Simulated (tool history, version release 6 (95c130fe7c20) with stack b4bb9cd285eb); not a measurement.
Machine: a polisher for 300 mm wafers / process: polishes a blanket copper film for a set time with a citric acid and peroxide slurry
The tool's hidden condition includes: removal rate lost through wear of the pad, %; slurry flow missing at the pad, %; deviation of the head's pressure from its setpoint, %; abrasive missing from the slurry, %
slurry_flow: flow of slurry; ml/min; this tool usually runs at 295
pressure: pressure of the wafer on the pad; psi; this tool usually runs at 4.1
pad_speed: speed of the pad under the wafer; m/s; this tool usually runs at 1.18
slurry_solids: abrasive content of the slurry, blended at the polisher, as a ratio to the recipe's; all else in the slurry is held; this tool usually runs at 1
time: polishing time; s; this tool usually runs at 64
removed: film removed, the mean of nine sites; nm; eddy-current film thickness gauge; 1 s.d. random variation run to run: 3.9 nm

run	hour	slurry_flow	pressure	pad_speed	slurry_solids	time	wafers since the last listed run	wafers polished on this pad	hours since the slurry nozzle was cleaned	hours since the head pressure was calibrated	hours since the slurry blender was calibrated	incoming thickness of the incoming film, nm	removed
1	0	295	4.1	1.18	1	64	0	2052	124.5	142.2	147.6	953.3	264.6
# hour 50.4: worn pad replaced by a new one
2	85.5	295	4.1	1.18	1	64	661	284	210	227.7	233.1	951.9	257.4
# hour 133.7: slurry blender recalibrated
3	191.5	295	4.1	1.04	1	64	843	1128	316	333.7	57.8	928.8	224.1
4	241.8	295	4.1	1.04	1	64	407	1536	366.3	384	108.1	954.1	224.3
# hour 268.5: head pressure recalibrated
5	336.2	295	4.1	1.04	1	64	749	2285	460.7	67.7	202.5	959	219.9
# hour 351.7: worn pad replaced by a new one
# hour 364.3: slurry blender recalibrated
# hour 415.1: slurry nozzle cleaned
6	417.1	295	4.1	1.18	1	64	599	505	2	148.6	52.8	948.9	260.3
7	499.2	295	4.1	1.5	1	64	665	1171	84.1	230.7	134.9	942.7	339.8
8	549.8	295	4.1	1.5	1	64	410	1582	134.7	281.3	185.5	957.9	325.8
9	602.1	295	4.1	1.18	1	64	424	2006	187	333.6	237.8	936.2	265.1
# hour 610.3: worn pad replaced by a new one
# hour 645: head pressure recalibrated
# hour 661.6: slurry blender recalibrated
10	700.6	295	4.1	1.36	0.85	75	734	700	285.5	55.6	39	949.7	326.4
11	738.1	295	2.9	1.18	1	49	304	1004	323	93.1	76.5	928.8	142.2
12	783.8	360	5	1.34	1.1	64	370	1375	368.7	138.8	122.2	938.4	360.8
# hour 825.7: slurry nozzle cleaned
13	866.7	295	4.1	1.18	0.85	64	664	2039	41	221.7	205.1	943.5	248
# hour 905.4: worn pad replaced by a new one
# hour 930.7: slurry blender recalibrated
14	959.3	295	4.1	1.18	1	79	702	421	133.6	314.3	28.6	934.2	323.2
# hour 992.3: head pressure recalibrated
15	1044.5	295	5.2	1.18	1	64	674	1095	218.8	52.2	113.8	921.2	317.7
16	1108.4	355	4.1	0.76	0.7	70	518	1614	282.7	116.1	177.7	956.2	165.3
# hour 1174.9: worn pad replaced by a new one
17	1192.2	295	4.1	1.18	1	83	647	140	366.5	199.9	261.5	941.2	324.3
# hour 1200.2: slurry blender recalibrated
18	1285.4	295	4.1	1.18	1	83	739	879	459.7	293.1	85.2	940.1	312.9
# hour 1330.1: slurry nozzle cleaned
# hour 1343.7: head pressure recalibrated
19	1353.3	295	4.1	1.18	1	64	526	1406	23.2	9.6	153.1	931.5	266.4

Each row is a separate what-if for the run after 19, all from the same tool condition, not one after another. Results?
A	1353.7	295	4.1	1.54	1	64	3	1409	23.6	10	153.5	928	?
B	1353.7	295	4.5	0.94	1	64	3	1409	23.6	10	153.5	928	?
C	1353.7	295	4.1	0.82	1	64	3	1409	23.6	10	153.5	928	?
D	1353.7	330	2.9	1.18	1	76	3	1409	23.6	10	153.5	928	?
E	1353.7	295	4.1	1.18	1.1	64	3	1409	23.6	10	153.5	928	?

run	removed
A	328.1
B	219.3
C	176.5
D	223.2
E	259
Without the tool's unlogged condition, the same runs would have read:
run	removed
A	330
B	220.6
C	177.5
D	224.5
E	260.5
